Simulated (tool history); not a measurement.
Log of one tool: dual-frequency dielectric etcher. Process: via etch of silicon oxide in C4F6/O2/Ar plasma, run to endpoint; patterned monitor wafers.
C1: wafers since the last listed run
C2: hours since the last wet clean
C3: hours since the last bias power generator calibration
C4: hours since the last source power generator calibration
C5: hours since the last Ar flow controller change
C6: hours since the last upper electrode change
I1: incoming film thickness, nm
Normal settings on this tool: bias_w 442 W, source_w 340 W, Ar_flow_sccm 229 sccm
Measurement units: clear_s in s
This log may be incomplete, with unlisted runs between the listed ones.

run 1 hour=0 | bias_w=442 source_w=340 Ar_flow_sccm=229 | C1=0 C2=96.4 C3=1681.1 C4=2774.1 C5=2580.2 C6=4330.9 | I1=99 | clear_s=23.9
run 2 hour=13.7 | bias_w=442 source_w=340 Ar_flow_sccm=229 | C1=205 C2=110.1 C3=1694.8 C4=2787.8 C5=2593.9 C6=4344.6 | I1=99 | clear_s=24
run 3 hour=42.3 | bias_w=442 source_w=340 Ar_flow_sccm=229 | C1=427 C2=138.7 C3=1723.4 C4=2816.4 C5=2622.5 C6=4373.2 | I1=98 | clear_s=23.7
run 4 hour=73.1 | bias_w=442 source_w=340 Ar_flow_sccm=229 | C1=460 C2=169.5 C3=1754.2 C4=2847.2 C5=2653.3 C6=4404 | I1=98.4 | clear_s=23.8
run 5 hour=85.5 | bias_w=442 source_w=340 Ar_flow_sccm=229 | C1=185 C2=181.9 C3=1766.6 C4=2859.6 C5=2665.7 C6=4416.4 | I1=98 | clear_s=23.5
run 6 hour=113.7 | bias_w=442 source_w=340 Ar_flow_sccm=229 | C1=421 C2=210.1 C3=1794.8 C4=2887.8 C5=2693.9 C6=4444.6 | I1=98.7 | clear_s=23.9
run 7 hour=140.8 | bias_w=442 source_w=390 Ar_flow_sccm=229 | C1=405 C2=237.2 C3=1821.9 C4=2914.9 C5=2721 C6=4471.7 | I1=97.8 | clear_s=22.5
run 8 hour=164.7 | bias_w=442 source_w=340 Ar_flow_sccm=229 | C1=357 C2=261.1 C3=1845.8 C4=2938.8 C5=2744.9 C6=4495.6 | I1=97.9 | clear_s=23.5
run 9 hour=181.8 | bias_w=373 source_w=340 Ar_flow_sccm=229 | C1=255 C2=278.2 C3=1862.9 C4=2955.9 C5=2762 C6=4512.7 | I1=98.5 | clear_s=24.8
run 10 hour=208.6 | bias_w=373 source_w=340 Ar_flow_sccm=229 | C1=401 C2=305 C3=1889.7 C4=2982.7 C5=2788.8 C6=4539.5 | I1=98.1 | clear_s=24.7
run 11 hour=234.9 | bias_w=442 source_w=340 Ar_flow_sccm=229 | C1=393 C2=331.3 C3=1916 C4=3009 C5=2815.1 C6=4565.8 | I1=97.9 | clear_s=23.4
run 12 hour=264.5 | bias_w=442 source_w=340 Ar_flow_sccm=229 | C1=442 C2=360.9 C3=1945.6 C4=3038.6 C5=2844.7 C6=4595.4 | I1=98 | clear_s=23.4
-- hour=283.1 Ar flow controller replaced
run 13 hour=296.7 | bias_w=442 source_w=340 Ar_flow_sccm=229 | C1=392 C2=393.1 C3=1977.8 C4=3070.8 C5=13.6 C6=4627.6 | I1=97 | clear_s=23.1
run 14 hour=310.8 | bias_w=359 source_w=310 Ar_flow_sccm=229 | C1=210 C2=407.2 C3=1991.9 C4=3084.9 C5=27.7 C6=4641.7 | I1=98.4 | clear_s=25.3
run 15 hour=331.2 | bias_w=489 source_w=300 Ar_flow_sccm=265 | C1=305 C2=427.6 C3=2012.3 C4=3105.3 C5=48.1 C6=4662.1 | I1=97.5 | clear_s=23.8
-- hour=352.5 source power generator calibrated
run 16 hour=364.7 | bias_w=442 source_w=340 Ar_flow_sccm=229 | C1=441 C2=461.1 C3=2045.8 C4=12.2 C5=81.6 C6=4695.6 | I1=98.5 | clear_s=23.4
run 17 hour=392.7 | bias_w=442 source_w=340 Ar_flow_sccm=229 | C1=418 C2=489.1 C3=2073.8 C4=40.2 C5=109.6 C6=4723.6 | I1=98.1 | clear_s=23.1
-- hour=421.2 wet clean of the chamber
run 18 hour=421.7 | bias_w=442 source_w=340 Ar_flow_sccm=229 | C1=74 C2=0.5 C3=2102.8 C4=69.2 C5=138.6 C6=4752.6 | I1=98.8 | clear_s=23.9
-- hour=446.3 upper electrode replaced, of another model than before
run 19 hour=446.8 | bias_w=512 source_w=340 Ar_flow_sccm=252 | C1=16 C2=25.6 C3=2127.9 C4=94.3 C5=163.7 C6=0.5 | I1=98.3 | clear_s=22.6
-- hour=515.6 bias power generator calibrated
run 20 hour=528.8 | bias_w=442 source_w=420 Ar_flow_sccm=229 | C1=1167 C2=107.6 C3=13.2 C4=176.3 C5=245.7 C6=82.5 | I1=98.4 | clear_s=22.6
run 21 hour=545.5 | bias_w=442 source_w=340 Ar_flow_sccm=246 | C1=249 C2=124.3 C3=29.9 C4=193 C5=262.4 C6=99.2 | I1=98.1 | clear_s=23.8
run 22 hour=566.3 | bias_w=524 source_w=310 Ar_flow_sccm=198 | C1=311 C2=145.1 C3=50.7 C4=213.8 C5=283.2 C6=120 | I1=99.6 | clear_s=22.2
run 23 hour=598.3 | bias_w=442 source_w=360 Ar_flow_sccm=265 | C1=478 C2=177.1 C3=82.7 C4=245.8 C5=315.2 C6=152 | I1=99.7 | clear_s=24.1
run 24 hour=623.2 | bias_w=442 source_w=340 Ar_flow_sccm=229 | C1=372 C2=202 C3=107.6 C4=270.7 C5=340.1 C6=176.9 | I1=97.7 | clear_s=23.4
run 25 hour=656 | bias_w=342 source_w=400 Ar_flow_sccm=186 | C1=490 C2=234.8 C3=140.4 C4=303.5 C5=372.9 C6=209.7 | I1=97.6 | clear_s=24
run 26 hour=679 | bias_w=442 source_w=320 Ar_flow_sccm=229 | C1=344 C2=257.8 C3=163.4 C4=326.5 C5=395.9 C6=232.7 | I1=98.8 | clear_s=23.7
run 27 hour=698.4 | bias_w=479 source_w=340 Ar_flow_sccm=281 | C1=290 C2=277.2 C3=182.8 C4=345.9 C5=415.3 C6=252.1 | I1=98 | clear_s=23.5
run 28 hour=722.4 | bias_w=442 source_w=310 Ar_flow_sccm=251 | C1=359 C2=301.2 C3=206.8 C4=369.9 C5=439.3 C6=276.1 | I1=98.3 | clear_s=24.2
run 29 hour=745.3 | bias_w=479 source_w=300 Ar_flow_sccm=205 | C1=342 C2=324.1 C3=229.7 C4=392.8 C5=462.2 C6=299 | I1=98.4 | clear_s=22.7
run 30 hour=764.1 | bias_w=487 source_w=340 Ar_flow_sccm=229 | C1=281 C2=342.9 C3=248.5 C4=411.6 C5=481 C6=317.8 | I1=97.3 | clear_s=22.2

What if the next run were any one of these 3? Each begins from the tool's condition after run 30:
run A hour=764.5 | bias_w=442 source_w=340 Ar_flow_sccm=229 | C1=5 C2=343.3 C3=248.9 C4=412 C5=481.4 C6=318.2 | I1=98.3 | clear_s=?
run B hour=764.5 | bias_w=442 source_w=380 Ar_flow_sccm=186 | C1=5 C2=343.3 C3=248.9 C4=412 C5=481.4 C6=318.2 | I1=98.3 | clear_s=?
run C hour=764.5 | bias_w=412 source_w=340 Ar_flow_sccm=229 | C1=5 C2=343.3 C3=248.9 C4=412 C5=481.4 C6=318.2 | I1=98.3 | clear_s=?

run=A clear_s=23.3
run=B clear_s=21.9
run=C clear_s=24
Without the tool's unlogged condition, the same runs would have read:
run=A clear_s=23.8
run=B clear_s=22.4
run=C clear_s=24.5
